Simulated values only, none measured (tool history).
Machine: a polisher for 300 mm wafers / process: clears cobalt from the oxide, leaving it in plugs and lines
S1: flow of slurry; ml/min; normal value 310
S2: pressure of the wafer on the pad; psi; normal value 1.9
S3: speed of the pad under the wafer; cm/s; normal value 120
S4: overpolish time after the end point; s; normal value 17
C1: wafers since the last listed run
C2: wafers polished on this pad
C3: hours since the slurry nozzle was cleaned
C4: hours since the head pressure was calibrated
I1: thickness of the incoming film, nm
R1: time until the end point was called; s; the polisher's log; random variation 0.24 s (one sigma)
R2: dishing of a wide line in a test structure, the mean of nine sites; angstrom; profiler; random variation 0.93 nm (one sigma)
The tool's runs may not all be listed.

Run 1, hour 0: usual settings but S2 2.1 psi, S3 100 cm/s; C1 0; C2 4093; C3 458; C4 205.9; I1 150.6. Result: R1 27.9 s, R2 468 angstrom.
At hour 3: slurry nozzle cleaned.
Run 2, hour 95: usual settings; C1 1203; C2 5297; C3 92; C4 300.9; I1 150.8. Result: R1 26.7 s, R2 474 angstrom.
At hour 159.6: worn pad replaced by a new one.
Run 3, hour 160.1: usual settings but S2 1.5 psi; C1 782; C2 6; C3 157.1; C4 366; I1 149.6. Result: R1 29.4 s, R2 448 angstrom.
At hour 246.3: head pressure recalibrated.
Run 4, hour 252.3: usual settings but S2 1.5 psi; C1 1154; C2 1160; C3 249.3; C4 6; I1 150.9. Result: R1 33.8 s, R2 444 angstrom.
Run 5, hour 311.5: usual settings but S2 1.5 psi; C1 757; C2 1918; C3 308.5; C4 65.2; I1 147.8. Result: R1 32.3 s, R2 431 angstrom.
Run 6, hour 376.8: usual settings; C1 835; C2 2754; C3 373.8; C4 130.5; I1 151.1. Result: R1 26.2 s, R2 478 angstrom.
Run 7, hour 472.5: usual settings; C1 1225; C2 3979; C3 469.5; C4 226.2; I1 149.3. Result: R1 25.7 s, R2 484 angstrom.
At hour 487.5: slurry nozzle cleaned.
Run 8, hour 571.3: usual settings; C1 1251; C2 5231; C3 83.8; C4 325; I1 149.9. Result: R1 26.2 s, R2 492 angstrom.
Run 9, hour 616: usual settings; C1 572; C2 5803; C3 128.5; C4 369.7; I1 147.4. Result: R1 25.5 s, R2 484 angstrom.
At hour 646.8: worn pad replaced by a new one.
Run 10, hour 660.8: usual settings; C1 522; C2 178; C3 173.3; C4 414.5; I1 151.6. Result: R1 23.5 s, R2 513 angstrom.
Run 11, hour 728.4: usual settings; C1 865; C2 1044; C3 240.9; C4 482.1; I1 152. Result: R1 24.3 s, R2 513 angstrom.
Run 12, hour 797.5: usual settings but S3 150 cm/s; C1 884; C2 1928; C3 310; C4 551.2; I1 148.6. Result: R1 19.7 s, R2 535 angstrom.
At hour 812.6: head pressure recalibrated.
Run 13, hour 843.2: usual settings but S3 150 cm/s; C1 559; C2 2487; C3 355.7; C4 30.6; I1 151.5. Result: R1 22 s, R2 523 angstrom.
Run 14, hour 925.7: usual settings but S3 150 cm/s; C1 1056; C2 3544; C3 438.2; C4 113.1; I1 151. Result: R1 22.2 s, R2 519 angstrom.
Run 15, hour 979.8: usual settings but S1 210 ml/min, S3 98 cm/s; C1 692; C2 4236; C3 492.3; C4 167.2; I1 147.5. Result: R1 32.1 s, R2 437 angstrom.
Run 16, hour 1042.3: usual settings; C1 800; C2 5036; C3 554.8; C4 229.7; I1 148.7. Result: R1 26 s, R2 495 angstrom.
At hour 1045.8: slurry nozzle cleaned.
Run 17, hour 1126.4: usual settings; C1 1063; C2 6100; C3 80.6; C4 313.8; I1 151.5. Result: R1 26.5 s, R2 492 angstrom.
Run 18, hour 1187.1: usual settings but S1 200 ml/min; C1 777; C2 6877; C3 141.3; C4 374.5; I1 149.4. Result: R1 27.5 s, R2 488 angstrom.
At hour 1215.2: worn pad replaced by a new one.
Run 19, hour 1261.1: usual settings but S3 78 cm/s; C1 896; C2 587; C3 215.3; C4 448.5; I1 147.8. Result: R1 33.2 s, R2 422 angstrom.
Run 20, hour 1299: usual settings but S2 1.7 psi, S4 22 s; C1 485; C2 1072; C3 253.2; C4 486.4; I1 149. Result: R1 27.2 s, R2 521 angstrom.
At hour 1395.5: head pressure recalibrated.
Run 21, hour 1403.6: usual settings but S1 370 ml/min, S2 1.4 psi, S4 7 s; C1 1313; C2 2385; C3 357.8; C4 8.1; I1 151.8. Result: R1 36.8 s, R2 224 angstrom.
Run 22, hour 1452.9: usual settings but S1 255 ml/min, S2 1.3 psi, S3 100 cm/s, S4 13 s; C1 631; C2 3016; C3 407.1; C4 57.4; I1 151.7. Result: R1 47.1 s, R2 295 angstrom.
Run 23, hour 1559.4: usual settings but S1 270 ml/min; C1 1363; C2 4380; C3 513.6; C4 163.9; I1 148.9. Result: R1 26.3 s, R2 481 angstrom.
At hour 1565.1: slurry nozzle cleaned.
Run 24, hour 1637.2: usual settings but S1 415 ml/min, S2 1.6 psi, S3 98 cm/s; C1 983; C2 5363; C3 72.1; C4 241.7; I1 149. Result: R1 35.9 s, R2 406 angstrom.
At hour 1688.5: worn pad replaced by a new one.
Run 25, hour 1708.8: usual settings; C1 865; C2 260; C3 143.7; C4 313.3; I1 152.2. Result: R1 23.7 s, R2 521 angstrom.
Run 26, hour 1747.3: usual settings but S4 26 s; C1 492; C2 753; C3 182.2; C4 351.8; I1 150.7. Result: R1 24 s, R2 591 angstrom.
Run 27, hour 1803.5: usual settings but S1 270 ml/min, S2 1.4 psi; C1 719; C2 1472; C3 238.4; C4 408; I1 149.9. Result: R1 33.2 s, R2 432 angstrom.
Run 28, hour 1853.5: usual settings but S3 86 cm/s, S4 10 s; C1 640; C2 2112; C3 288.4; C4 458; I1 151.2. Result: R1 33.9 s, R2 325 angstrom.
Run 29, hour 1916.4: usual settings but S1 405 ml/min, S2 1.6 psi, S3 106 cm/s; C1 805; C2 2917; C3 351.3; C4 520.9; I1 149.1. Result: R1 32.2 s, R2 439 angstrom.
At hour 1934: head pressure recalibrated.
Run 30, hour 1992.4: usual settings but S3 150 cm/s; C1 947; C2 3865; C3 427.3; C4 58.4; I1 149. Result: R1 22.6 s, R2 539 angstrom.
Run 31, hour 2089.2: usual settings but S2 1.3 psi, S4 12 s; C1 1239; C2 5104; C3 524.1; C4 155.2; I1 150.3. Result: R1 38.6 s, R2 313 angstrom.
At hour 2141.6: slurry nozzle cleaned.
Run 32, hour 2161.8: usual settings; C1 916; C2 6020; C3 20.2; C4 227.8; I1 149.2. Result: R1 26.5 s, R2 474 angstrom.
At hour 2234.6: worn pad replaced by a new one.
Run 33, hour 2246.7: usual settings but S2 2.5 psi; C1 1035; C2 154; C3 105.1; C4 312.7; I1 148.4. Result: R1 17.2 s, R2 559 angstrom.

Below are 5 alternative next runs, each starting from the tool's condition after run 33. Predict each:
Run A, hour 2247.1: usual settings; C1 5; C2 159; C3 105.5; C4 313.1; I1 149.7. Result: R1 ?, R2 ?.
Run B, hour 2247.1: usual settings but S2 2.4 psi, S3 86 cm/s; C1 5; C2 159; C3 105.5; C4 313.1; I1 149.7. Result: R1 ?, R2 ?.
Run C, hour 2247.1: usual settings but S3 144 cm/s; C1 5; C2 159; C3 105.5; C4 313.1; I1 149.7. Result: R1 ?, R2 ?.
Run D, hour 2247.1: usual settings but S1 410 ml/min, S2 2.1 psi, S3 98 cm/s, S4 12 s; C1 5; C2 159; C3 105.5; C4 313.1; I1 149.7. Result: R1 ?, R2 ?.
Run E, hour 2247.1: usual settings but S1 210 ml/min; C1 5; C2 159; C3 105.5; C4 313.1; I1 149.7. Result: R1 ?, R2 ?.

run    R1   R2
  A  23.6  511
  B  24.6  502
  C  20.2  541
  D  24.8  421
  E  24.5  503
Stripped of hidden state, with their random variation kept, the same runs would have yielded:
run    R1   R2
  A  24.8  501
  B  25.8  492
  C  21.2  532
  D    26  410
  E  25.8  492
